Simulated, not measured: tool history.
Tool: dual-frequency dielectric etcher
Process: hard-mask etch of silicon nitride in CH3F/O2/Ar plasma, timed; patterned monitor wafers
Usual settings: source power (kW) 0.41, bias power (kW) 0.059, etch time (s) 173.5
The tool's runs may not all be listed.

run,hour,source power (kW),bias power (kW),etch time (s),"read-back reference wafer on the same gauge, depth_nm",mean etch depth across the wafer (nm)
1,0,0.44,0.059,173.5,95.2,116.3
2,11.3,0.44,0.059,173.5,94.9,115.1
3,21.3,0.41,0.059,173.5,95,112.3
4,37.5,0.41,0.059,173.5,94.8,112.4
5,51.9,0.41,0.059,173.5,95.1,112.9
6,66.5,0.41,0.059,173.5,94.7,112.6
7,78.4,0.41,0.059,173.5,95.1,113.5
# hour 103.3: upper electrode replaced
8,103.8,0.41,0.059,173.5,95,112.6
9,104.2,0.41,0.059,173.5,94.9,113.8
10,107.9,0.41,0.059,173.5,95.1,112.1
11,120.3,0.33,0.059,214.5,94.7,130.3
12,131.7,0.33,0.059,214.5,95.1,130.1
13,144.8,0.48,0.051,173.5,94.9,110.5
# hour 153.2: source power generator calibrated
14,154.8,0.48,0.051,173.5,94.9,109.9
15,162.4,0.35,0.055,151.5,94.9,90.4
# hour 171.4: gauge calibrated
16,178.2,0.41,0.07,173.5,94.9,123.4
# hour 209.3: wet clean of the chamber
# hour 211.6: bias power generator calibrated
17,212.1,0.48,0.065,130.5,95,94.1
18,212.5,0.41,0.059,129,94.7,83.7
19,212.8,0.41,0.059,193.5,95.1,126.6
20,218.7,0.48,0.051,173.5,95,110
21,232.6,0.41,0.059,201.5,94.8,131.5
22,244.9,0.41,0.059,159,95,103.4
23,252.8,0.37,0.069,203.5,94.9,139.3
24,265.8,0.41,0.05,173.5,95,104.4
25,289,0.51,0.051,173.5,95.1,112.3
26,298.1,0.41,0.059,173.5,95,113.8
27,309.6,0.41,0.059,173.5,95.2,112.6
28,328,0.32,0.069,200,95.2,130.8
29,340.4,0.44,0.047,123.5,95,73.4
30,356.4,0.32,0.053,146.5,94.8,84

Forecast each of these 4 alternatives for the next run:
A,356.9,0.41,0.059,202.5,?,?
B,356.9,0.35,0.065,204.5,?,?
C,356.9,0.46,0.064,195,?,?
D,356.9,0.45,0.073,160,?,?

run,"read-back reference wafer on the same gauge, depth_nm",mean etch depth across the wafer (nm)
A,94.8,131.9
B,94.8,133.2
C,94.8,137.2
D,94.8,119.3
Without the tool's hidden state the same runs would have given:
run,mean etch depth across the wafer (nm)
A,131.9
B,133.2
C,137.2
D,119.3
